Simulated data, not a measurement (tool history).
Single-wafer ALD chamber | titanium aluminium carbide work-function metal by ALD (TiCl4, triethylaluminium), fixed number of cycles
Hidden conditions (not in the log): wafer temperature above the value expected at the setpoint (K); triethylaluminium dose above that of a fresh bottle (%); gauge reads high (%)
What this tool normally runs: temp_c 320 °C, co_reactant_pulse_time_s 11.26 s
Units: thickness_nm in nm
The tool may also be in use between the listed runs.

run	hour	temp_c	co_reactant_pulse_time_s	wafers since the last listed run	hours since the last thermocouple change	hours since the last triethylaluminium bottle change	hours since the showerhead was replaced	hours since the gauge calibration	read-back reference wafer on the same gauge, thickness_nm	thickness_nm
1	0.0	320	11.26	0	2083.6	837.5	5353.5	80.2	1.936	1.993
2	31.1	320	11.26	376	2114.7	868.6	5384.6	111.3	1.936	2.006
3	60.1	320	11.26	350	2143.7	897.6	5413.6	140.3	1.939	2.010
4	149.3	320	11.26	1079	2232.9	986.8	5502.8	229.5	1.947	2.017
5	164.3	320	11.26	181	2247.9	1001.8	5517.8	244.5	1.947	2.010
# hour 176.0: showerhead replaced
6	177.8	320	8.40	66	2261.4	1015.3	1.8	258.0	1.947	1.940
7	190.3	320	8.40	151	2273.9	1027.8	14.3	270.5	1.948	1.943
8	208.2	320	8.40	216	2291.8	1045.7	32.2	288.4	1.953	1.958
9	235.8	320	11.26	333	2319.4	1073.3	59.8	316.0	1.951	2.021
10	258.0	320	11.26	268	2341.6	1095.5	82.0	338.2	1.954	2.017
# hour 290.0: gauge calibrated
11	316.4	330	15.28	706	2400.0	1153.9	140.4	26.4	1.931	2.100
12	346.6	320	11.26	365	2430.2	1184.1	170.6	56.6	1.932	2.002
13	371.3	312	13.63	298	2454.9	1208.8	195.3	81.3	1.933	1.975
# hour 395.0: thermocouple changed; heater temperature recalibrated
14	395.5	334	11.26	196	0.5	1233.0	219.5	105.5	1.935	2.109

Estimate the outcome of run 15 from the log above:
15	401.4	327	6.80	71	6.4	1238.9	225.4	111.4	?	?

Run 15 produced read-back reference wafer on the same gauge, thickness_nm 1.938, thickness_nm 1.896 nm.
If the tool had no hidden condition, the same run with the same run-to-run variation would have returned thickness_nm 1.889 nm.
